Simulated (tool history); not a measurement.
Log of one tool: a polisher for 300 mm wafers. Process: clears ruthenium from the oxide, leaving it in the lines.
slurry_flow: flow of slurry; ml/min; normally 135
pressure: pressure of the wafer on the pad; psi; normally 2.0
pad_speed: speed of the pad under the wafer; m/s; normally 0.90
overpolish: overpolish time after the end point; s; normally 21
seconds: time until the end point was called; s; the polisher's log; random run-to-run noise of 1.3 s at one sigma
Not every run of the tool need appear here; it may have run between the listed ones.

| run | day | slurry_flow | pressure | pad_speed | overpolish | incoming thickness of the incoming film, nm | seconds |
|---|---|---|---|---|---|---|---|
| 1 | 0.000 | 135 | 2.0 | 0.90 | 13 | 162.5 | 151.2 |
| 2 | 1.750 | 135 | 2.0 | 0.90 | 13 | 158.7 | 151.2 |
| 3 | 4.717 | 135 | 2.0 | 0.90 | 13 | 158.5 | 150.8 |
|  | 6.825 | worn pad replaced by a new one |
| 4 | 7.012 | 135 | 2.0 | 0.90 | 21 | 156.9 | 149.4 |
| 5 | 8.842 | 135 | 2.0 | 0.90 | 21 | 159.2 | 153.5 |
| 6 | 10.883 | 135 | 2.0 | 0.90 | 21 | 161.2 | 154.4 |
| 7 | 13.208 | 135 | 2.0 | 1.00 | 16 | 161.7 | 140.9 |
| 8 | 14.546 | 135 | 2.0 | 1.00 | 16 | 162.9 | 143.8 |
|  | 14.833 | worn pad replaced by a new one |
| 9 | 15.829 | 135 | 2.0 | 1.00 | 16 | 159.9 | 139.2 |
| 10 | 17.512 | 135 | 2.5 | 0.90 | 21 | 162.8 | 127.6 |
|  | 17.800 | slurry nozzle cleaned |
|  | 18.000 | head pressure recalibrated |
| 11 | 19.425 | 135 | 1.7 | 1.02 | 14 | 160.0 | 146.6 |
| 12 | 22.329 | 135 | 2.0 | 0.90 | 32 | 161.5 | 145.8 |
|  | 23.329 | worn pad replaced by a new one |
| 13 | 24.617 | 150 | 1.5 | 0.90 | 12 | 160.7 | 191.9 |
| 14 | 26.912 | 135 | 2.0 | 0.90 | 21 | 160.6 | 151.6 |
| 15 | 28.129 | 135 | 2.3 | 1.22 | 21 | 159.1 | 96.0 |
| 16 | 29.496 | 135 | 2.0 | 0.90 | 14 | 159.5 | 148.4 |
|  | 31.900 | worn pad replaced by a new one |
| 17 | 35.121 | 135 | 2.0 | 1.20 | 21 | 157.7 | 112.8 |
| 18 | 37.738 | 135 | 2.0 | 0.90 | 21 | 158.2 | 149.2 |
| 19 | 39.242 | 175 | 2.0 | 0.90 | 21 | 159.1 | 144.1 |

5 ways to go on from here, each from the tool as it stands after run 19. What would each give?
| A | 39.262 | 135 | 2.0 | 0.90 | 11 | 160.2 | ? |
| B | 39.262 | 135 | 2.3 | 0.90 | 13 | 160.2 | ? |
| C | 39.262 | 135 | 2.0 | 1.06 | 21 | 160.2 | ? |
| D | 39.262 | 160 | 1.3 | 1.08 | 31 | 160.2 | ? |
| E | 39.262 | 135 | 2.0 | 0.90 | 12 | 160.2 | ? |

| run | seconds |
|---|---|
| A | 153.0 |
| B | 133.0 |
| C | 129.9 |
| D | 188.9 |
| E | 153.0 |
With no hidden state in the tool, these same runs would have given:
| run | seconds |
|---|---|
| A | 139.2 |
| B | 121.0 |
| C | 118.2 |
| D | 173.9 |
| E | 139.2 |

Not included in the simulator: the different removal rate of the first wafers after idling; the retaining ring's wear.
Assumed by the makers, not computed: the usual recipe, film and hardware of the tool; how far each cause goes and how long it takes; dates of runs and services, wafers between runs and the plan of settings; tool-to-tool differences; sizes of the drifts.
